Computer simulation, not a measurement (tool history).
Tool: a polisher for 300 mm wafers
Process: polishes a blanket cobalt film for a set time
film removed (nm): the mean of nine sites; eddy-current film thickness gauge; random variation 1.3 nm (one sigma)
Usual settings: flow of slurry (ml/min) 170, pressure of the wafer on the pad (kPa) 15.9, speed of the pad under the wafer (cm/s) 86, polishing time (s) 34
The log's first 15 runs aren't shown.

run	hour	flow of slurry (ml/min)	pressure of the wafer on the pad (kPa)	speed of the pad under the wafer (cm/s)	polishing time (s)	incoming thickness of the incoming film, nm	film removed (nm)
# hour 833.1: slurry nozzle cleaned
16	837.4	125	12.4	98	25	797.6	84.0
17	902.9	130	11.0	70	34	784.3	81.1
18	941.7	130	13.8	112	38	769.4	156.0
19	995.1	170	17.9	86	34	774.2	155.3
20	1063.2	170	20.0	78	44	783.4	207.3
21	1107.6	170	15.9	86	34	785.9	136.9
# hour 1127.3: worn pad replaced by a new one
22	1174.5	125	12.4	98	25	778.0	84.1
23	1216.7	170	15.9	86	34	780.5	137.4
24	1268.4	170	15.9	106	34	791.5	156.0
25	1301.6	170	11.0	100	23	795.2	72.2
26	1353.0	215	14.5	86	29	789.9	109.0
27	1393.7	170	17.9	86	34	770.7	148.8
28	1437.3	170	14.5	86	34	789.4	122.4
# hour 1450.8: head pressure recalibrated
29	1470.0	170	15.9	86	34	778.7	131.2
30	1534.6	170	20.7	76	41	769.5	186.4
# hour 1545.3: worn pad replaced by a new one
31	1561.9	170	11.0	70	23	788.1	55.7
32	1605.2	170	15.9	86	25	773.9	92.8
33	1648.0	205	12.4	100	34	778.9	117.1
# hour 1683.6: slurry nozzle cleaned
34	1698.8	170	15.9	86	34	791.0	138.2
35	1870.3	225	11.0	98	34	775.4	111.9
36	1918.0	170	19.3	62	42	783.3	165.9
37	1943.9	205	10.3	98	27	784.9	84.2

4 ways to go on from here, each from the tool as it stands after run 37. What would each give?
A	1944.3	170	15.9	86	34	769.8	?
B	1944.3	170	20.0	78	31	769.8	?
C	1944.3	145	11.0	102	34	769.8	?
D	1944.3	210	15.9	86	34	769.8	?

run	film removed (nm)
A	137.6
B	145.7
C	108.6
D	141.7
Without the tool's hidden state the same runs would have given:
run	film removed (nm)
A	138.4
B	146.6
C	109.3
D	142.4
